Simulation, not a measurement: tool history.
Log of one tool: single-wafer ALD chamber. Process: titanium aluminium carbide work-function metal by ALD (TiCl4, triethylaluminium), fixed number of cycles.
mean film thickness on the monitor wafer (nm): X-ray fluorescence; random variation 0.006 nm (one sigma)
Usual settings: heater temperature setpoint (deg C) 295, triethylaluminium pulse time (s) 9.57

| run | hour | heater temperature setpoint (deg C) | triethylaluminium pulse time (s) | wafers since the last listed run | hours since the last thermocouple change | hours since the last triethylaluminium bottle change | hours since the showerhead was replaced | hours since the gauge calibration | read-back reference wafer on the same gauge, thickness_nm | mean film thickness on the monitor wafer (nm) |
|---|---|---|---|---|---|---|---|---|---|---|
| 1 | 0 | 295 | 9.57 | 0 | 1498.2 | 452.5 | 6366.8 | 314.7 | 1.852 | 1.751 |
| 2 | 71.9 | 295 | 9.57 | 593 | 1570.1 | 524.4 | 6438.7 | 386.6 | 1.852 | 1.748 |
| 3 | 121.5 | 295 | 9.57 | 409 | 1619.7 | 574 | 6488.3 | 436.2 | 1.852 | 1.742 |
| 4 | 160.6 | 295 | 9.57 | 322 | 1658.8 | 613.1 | 6527.4 | 475.3 | 1.849 | 1.745 |
| 5 | 188.2 | 295 | 9.57 | 227 | 1686.4 | 640.7 | 6555 | 502.9 | 1.85 | 1.738 |
| 6 | 245.6 | 295 | 7.3 | 473 | 1743.8 | 698.1 | 6612.4 | 560.3 | 1.848 | 1.64 |
|  | 417 | gauge calibrated |
| 7 | 459.6 | 295 | 7.3 | 1765 | 1957.8 | 912.1 | 6826.4 | 42.6 | 1.849 | 1.645 |
| 8 | 517.5 | 283 | 9.57 | 477 | 2015.7 | 970 | 6884.3 | 100.5 | 1.849 | 1.656 |
|  | 552.5 | showerhead replaced |
| 9 | 553.1 | 283 | 9.57 | 227 | 2051.3 | 1005.6 | 0.6 | 136.1 | 1.849 | 1.659 |
|  | 592.4 | thermocouple changed; heater temperature recalibrated |
| 10 | 617.9 | 295 | 7.87 | 468 | 25.5 | 1070.4 | 65.4 | 200.9 | 1.85 | 1.67 |
| 11 | 669.6 | 295 | 7.87 | 426 | 77.2 | 1122.1 | 117.1 | 252.6 | 1.85 | 1.666 |
|  | 779.9 | triethylaluminium bottle replaced |
| 12 | 835.1 | 283 | 10.82 | 1299 | 242.7 | 55.2 | 282.6 | 418.1 | 1.851 | 1.704 |
| 13 | 879.8 | 295 | 8.34 | 368 | 287.4 | 99.9 | 327.3 | 462.8 | 1.85 | 1.718 |
| 14 | 910.3 | 299 | 6.08 | 251 | 317.9 | 130.4 | 357.8 | 493.3 | 1.852 | 1.607 |
| 15 | 934.4 | 286 | 12.71 | 198 | 342 | 154.5 | 381.9 | 517.4 | 1.85 | 1.749 |
| 16 | 990.2 | 295 | 9.57 | 460 | 397.8 | 210.3 | 437.7 | 573.2 | 1.85 | 1.744 |
| 17 | 1044.5 | 295 | 7.3 | 448 | 452.1 | 264.6 | 492 | 627.5 | 1.854 | 1.659 |
| 18 | 1080.6 | 289 | 7.6 | 297 | 488.2 | 300.7 | 528.1 | 663.6 | 1.848 | 1.623 |
|  | 1118.6 | gauge calibrated |
| 19 | 1127.9 | 295 | 9.57 | 390 | 535.5 | 348 | 575.4 | 9.3 | 1.85 | 1.753 |
| 20 | 1169.7 | 306 | 9.57 | 344 | 577.3 | 389.8 | 617.2 | 51.1 | 1.849 | 1.825 |
| 21 | 1200 | 286 | 11.89 | 250 | 607.6 | 420.1 | 647.5 | 81.4 | 1.849 | 1.735 |
| 22 | 1268.6 | 287 | 9.57 | 566 | 676.2 | 488.7 | 716.1 | 150 | 1.85 | 1.687 |
| 23 | 1333.5 | 295 | 9.57 | 535 | 741.1 | 553.6 | 781 | 214.9 | 1.85 | 1.746 |

Forecast each of these 4 alternatives for the next run:
| A | 1333.9 | 282 | 9.57 | 3 | 741.5 | 554 | 781.4 | 215.3 | ? | ? |
| B | 1333.9 | 282 | 5.79 | 3 | 741.5 | 554 | 781.4 | 215.3 | ? | ? |
| C | 1333.9 | 290 | 8.12 | 3 | 741.5 | 554 | 781.4 | 215.3 | ? | ? |
| D | 1333.9 | 295 | 11.77 | 3 | 741.5 | 554 | 781.4 | 215.3 | ? | ? |

| run | read-back reference wafer on the same gauge, thickness_nm | mean film thickness on the monitor wafer (nm) |
|---|---|---|
| A | 1.85 | 1.661 |
| B | 1.85 | 1.453 |
| C | 1.85 | 1.661 |
| D | 1.85 | 1.797 |
Without the tool's hidden state the same runs would have given:
| run | mean film thickness on the monitor wafer (nm) |
|---|---|
| A | 1.687 |
| B | 1.508 |
| C | 1.697 |
| D | 1.813 |

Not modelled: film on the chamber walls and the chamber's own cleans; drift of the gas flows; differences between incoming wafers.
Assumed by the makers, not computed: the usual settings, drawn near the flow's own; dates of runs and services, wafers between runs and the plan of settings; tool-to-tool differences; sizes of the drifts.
